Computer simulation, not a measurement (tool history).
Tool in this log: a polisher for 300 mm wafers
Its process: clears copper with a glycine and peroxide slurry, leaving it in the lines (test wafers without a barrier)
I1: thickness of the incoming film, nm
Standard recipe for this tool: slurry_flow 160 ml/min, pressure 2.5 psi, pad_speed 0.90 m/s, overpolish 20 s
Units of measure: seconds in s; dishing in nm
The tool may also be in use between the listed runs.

{"run": 1, "day": 0.0, "slurry_flow": 160, "pressure": 2.5, "pad_speed": 0.9, "overpolish": 20, "I1": 341.2, "seconds": 64.1, "dishing": 52.2}
{"day": 0.654, "done": "worn pad replaced by a new one"}
{"run": 2, "day": 1.25, "slurry_flow": 160, "pressure": 2.5, "pad_speed": 1.12, "overpolish": 17, "I1": 343.8, "seconds": 54.9, "dishing": 50.7}
{"run": 3, "day": 4.125, "slurry_flow": 160, "pressure": 2.5, "pad_speed": 0.9, "overpolish": 20, "I1": 345.9, "seconds": 66.0, "dishing": 51.7}
{"run": 4, "day": 7.667, "slurry_flow": 160, "pressure": 2.5, "pad_speed": 0.9, "overpolish": 20, "I1": 334.3, "seconds": 63.4, "dishing": 50.7}
{"run": 5, "day": 9.288, "slurry_flow": 160, "pressure": 2.5, "pad_speed": 1.12, "overpolish": 20, "I1": 342.0, "seconds": 54.6, "dishing": 55.7}
{"run": 6, "day": 11.821, "slurry_flow": 160, "pressure": 2.5, "pad_speed": 0.9, "overpolish": 20, "I1": 339.6, "seconds": 62.9, "dishing": 52.4}
{"day": 13.358, "done": "slurry nozzle cleaned"}
{"run": 7, "day": 13.4, "slurry_flow": 160, "pressure": 2.5, "pad_speed": 0.9, "overpolish": 20, "I1": 341.6, "seconds": 63.6, "dishing": 52.1}
{"run": 8, "day": 15.25, "slurry_flow": 160, "pressure": 2.5, "pad_speed": 0.9, "overpolish": 17, "I1": 345.7, "seconds": 64.9, "dishing": 46.8}
{"run": 9, "day": 16.796, "slurry_flow": 160, "pressure": 2.5, "pad_speed": 0.9, "overpolish": 20, "I1": 337.8, "seconds": 63.8, "dishing": 51.6}
{"day": 17.304, "done": "worn pad replaced by a new one"}
{"run": 10, "day": 18.046, "slurry_flow": 160, "pressure": 2.5, "pad_speed": 0.9, "overpolish": 20, "I1": 340.7, "seconds": 65.0, "dishing": 51.0}
{"run": 11, "day": 20.771, "slurry_flow": 160, "pressure": 2.5, "pad_speed": 0.9, "overpolish": 20, "I1": 344.7, "seconds": 64.1, "dishing": 53.0}
{"run": 12, "day": 22.383, "slurry_flow": 160, "pressure": 2.5, "pad_speed": 0.76, "overpolish": 20, "I1": 339.9, "seconds": 73.2, "dishing": 48.7}
{"run": 13, "day": 31.229, "slurry_flow": 160, "pressure": 2.5, "pad_speed": 0.76, "overpolish": 20, "I1": 343.0, "seconds": 75.2, "dishing": 48.6}
{"run": 14, "day": 32.908, "slurry_flow": 180, "pressure": 2.5, "pad_speed": 0.98, "overpolish": 20, "I1": 341.7, "seconds": 59.9, "dishing": 53.8}
{"day": 33.658, "done": "worn pad replaced by a new one"}
{"day": 34.479, "done": "head pressure recalibrated"}
{"run": 15, "day": 35.712, "slurry_flow": 160, "pressure": 2.5, "pad_speed": 0.9, "overpolish": 25, "I1": 340.2, "seconds": 65.0, "dishing": 57.9}
{"run": 16, "day": 38.067, "slurry_flow": 160, "pressure": 2.2, "pad_speed": 0.74, "overpolish": 20, "I1": 346.8, "seconds": 84.4, "dishing": 45.4}
{"day": 39.2, "done": "slurry nozzle cleaned"}
{"run": 17, "day": 40.083, "slurry_flow": 160, "pressure": 2.5, "pad_speed": 1.08, "overpolish": 28, "I1": 339.2, "seconds": 54.9, "dishing": 62.6}
{"run": 18, "day": 42.75, "slurry_flow": 160, "pressure": 2.5, "pad_speed": 0.9, "overpolish": 20, "I1": 340.0, "seconds": 64.3, "dishing": 52.6}
{"run": 19, "day": 44.117, "slurry_flow": 160, "pressure": 2.5, "pad_speed": 1.1, "overpolish": 20, "I1": 338.5, "seconds": 55.2, "dishing": 55.3}
{"run": 20, "day": 45.933, "slurry_flow": 160, "pressure": 2.5, "pad_speed": 0.9, "overpolish": 20, "I1": 341.7, "seconds": 64.5, "dishing": 51.8}
{"run": 21, "day": 47.688, "slurry_flow": 190, "pressure": 2.5, "pad_speed": 0.76, "overpolish": 20, "I1": 341.2, "seconds": 72.0, "dishing": 49.2}
{"day": 49.417, "done": "worn pad replaced by a new one"}
{"run": 22, "day": 50.338, "slurry_flow": 160, "pressure": 3.1, "pad_speed": 0.9, "overpolish": 20, "I1": 342.4, "seconds": 53.9, "dishing": 56.7}
{"run": 23, "day": 52.588, "slurry_flow": 160, "pressure": 2.5, "pad_speed": 0.9, "overpolish": 20, "I1": 339.3, "seconds": 64.7, "dishing": 52.0}
{"run": 24, "day": 54.692, "slurry_flow": 160, "pressure": 2.5, "pad_speed": 1.04, "overpolish": 20, "I1": 337.6, "seconds": 55.1, "dishing": 53.3}
{"run": 25, "day": 56.512, "slurry_flow": 160, "pressure": 2.5, "pad_speed": 0.9, "overpolish": 26, "I1": 343.0, "seconds": 64.4, "dishing": 58.7}
{"run": 26, "day": 58.471, "slurry_flow": 160, "pressure": 2.5, "pad_speed": 0.9, "overpolish": 13, "I1": 338.6, "seconds": 64.0, "dishing": 39.9}
{"run": 27, "day": 59.542, "slurry_flow": 195, "pressure": 1.6, "pad_speed": 0.68, "overpolish": 14, "I1": 343.5, "seconds": 104.8, "dishing": 30.5}
{"run": 28, "day": 60.9, "slurry_flow": 130, "pressure": 3.2, "pad_speed": 0.9, "overpolish": 12, "I1": 344.6, "seconds": 54.6, "dishing": 42.2}
{"run": 29, "day": 62.442, "slurry_flow": 160, "pressure": 1.6, "pad_speed": 1.06, "overpolish": 20, "I1": 338.2, "seconds": 77.2, "dishing": 45.4}
{"run": 30, "day": 63.883, "slurry_flow": 160, "pressure": 2.5, "pad_speed": 0.9, "overpolish": 20, "I1": 340.5, "seconds": 64.8, "dishing": 51.3}
{"day": 65.583, "done": "worn pad replaced by a new one"}
{"day": 65.925, "done": "slurry nozzle cleaned"}
{"run": 31, "day": 66.788, "slurry_flow": 185, "pressure": 2.0, "pad_speed": 0.62, "overpolish": 26, "I1": 338.8, "seconds": 97.6, "dishing": 49.6}
{"run": 32, "day": 68.708, "slurry_flow": 160, "pressure": 2.5, "pad_speed": 0.8, "overpolish": 20, "I1": 341.1, "seconds": 71.3, "dishing": 49.4}
{"run": 33, "day": 70.975, "slurry_flow": 105, "pressure": 1.7, "pad_speed": 0.9, "overpolish": 20, "I1": 341.7, "seconds": 89.2, "dishing": 42.9}
{"run": 34, "day": 72.979, "slurry_flow": 160, "pressure": 2.5, "pad_speed": 1.08, "overpolish": 28, "I1": 343.3, "seconds": 56.0, "dishing": 64.3}
{"run": 35, "day": 77.804, "slurry_flow": 160, "pressure": 2.5, "pad_speed": 0.9, "overpolish": 20, "I1": 339.8, "seconds": 65.6, "dishing": 51.5}

The tool's hidden state at each run:
removal rate lost through wear of the pad, %: 0 on each run
slurry flow missing at the pad, %: 0 on each run
deviation of the head's pressure from its setpoint, %: 0 on each run

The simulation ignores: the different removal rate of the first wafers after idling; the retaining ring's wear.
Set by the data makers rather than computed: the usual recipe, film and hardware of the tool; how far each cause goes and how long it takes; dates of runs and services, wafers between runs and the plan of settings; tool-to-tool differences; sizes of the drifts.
